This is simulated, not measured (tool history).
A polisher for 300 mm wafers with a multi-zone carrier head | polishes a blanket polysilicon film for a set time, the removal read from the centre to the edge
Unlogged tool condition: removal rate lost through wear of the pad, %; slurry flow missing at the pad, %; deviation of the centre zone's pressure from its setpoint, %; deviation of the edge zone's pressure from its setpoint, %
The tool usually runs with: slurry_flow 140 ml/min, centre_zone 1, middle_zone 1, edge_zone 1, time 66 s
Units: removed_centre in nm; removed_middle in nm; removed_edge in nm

run,hour,slurry_flow,centre_zone,middle_zone,edge_zone,time,wafers since the last listed run,wafers polished on this pad,hours since the slurry nozzle was cleaned,hours since the centre zone pressure was calibrated,hours since the edge zone pressure was calibrated,hours since the carrier head's membrane was replaced,"incoming thickness of the incoming film, nm",removed_centre,removed_middle,removed_edge
1,0,140,1,1,1,59,0,1422,430.7,549.6,824.3,1132.9,1979,451.3,433.3,442.4
# hour 10.4: worn pad replaced by a new one
2,11.2,140,1,1,1,66,67,7,441.9,560.8,835.5,1144.1,1974.1,499.6,498.2,487.6
3,20.4,140,1,1.08,1,66,86,93,451.1,570,844.7,1153.3,2001.8,498.3,514.1,481.5
4,33,140,1,1.08,1,66,117,211,463.7,582.6,857.3,1165.9,2028.7,504.4,524.4,490
5,48.8,140,1,1,1,66,147,359,479.5,598.4,873.1,1181.7,2005.9,504.8,487.2,492.8
6,57.3,140,1.08,1.08,1,66,79,438,488,606.9,881.6,1190.2,2028,548.6,523.2,497.5
7,64.6,140,1.08,1.08,1,66,68,506,495.3,614.2,888.9,1197.5,2016,526.8,524.9,486
8,71.2,140,1,1,1,66,61,568,501.9,620.8,895.5,1204.1,2040.7,499.8,486.7,499.2
9,80.4,140,1,1,1,66,86,654,511.1,630,904.7,1213.3,1979.3,504.8,494.2,481.5
# hour 83.8: edge zone pressure recalibrated
# hour 100: centre zone pressure recalibrated
10,120.9,90,1,0.96,1,66,341,995,551.6,20.9,37.1,1253.8,2015.3,434.7,417.7,436.1
11,129,190,1,1.04,1,60,75,1071,559.7,29,45.2,1261.9,1999.9,494.5,485.6,466.5
# hour 133.9: slurry nozzle cleaned
# hour 139.1: carrier head's membrane replaced by a new one
# hour 147.2: worn pad replaced by a new one
12,147.7,165,0.96,1,0.96,83,81,4,13.8,47.7,63.9,8.6,1999.6,634.2,640.8,617.4
13,160.2,140,1,1,1.11,46,116,121,26.3,60.2,76.4,21.1,1975.4,352.9,341.6,361
14,174.7,105,1,1.09,1,66,135,257,40.8,74.7,90.9,35.6,1978.1,461.8,486.4,463.7
15,184.9,140,1,1.08,1,66,95,352,51,84.9,101.1,45.8,2019.7,499.8,525.3,479.2
16,200.5,140,1,1.11,1,66,145,498,66.6,100.5,116.7,61.4,1970.7,519.3,531.4,490.7

Exercise: give the hidden state of the tool at every run:
removal rate lost through wear of the pad, %: 0 in every run
slurry flow missing at the pad, %: 0 in every run
deviation of the centre zone's pressure from its setpoint, %: 0 in every run
deviation of the edge zone's pressure from its setpoint, %: 0 in every run
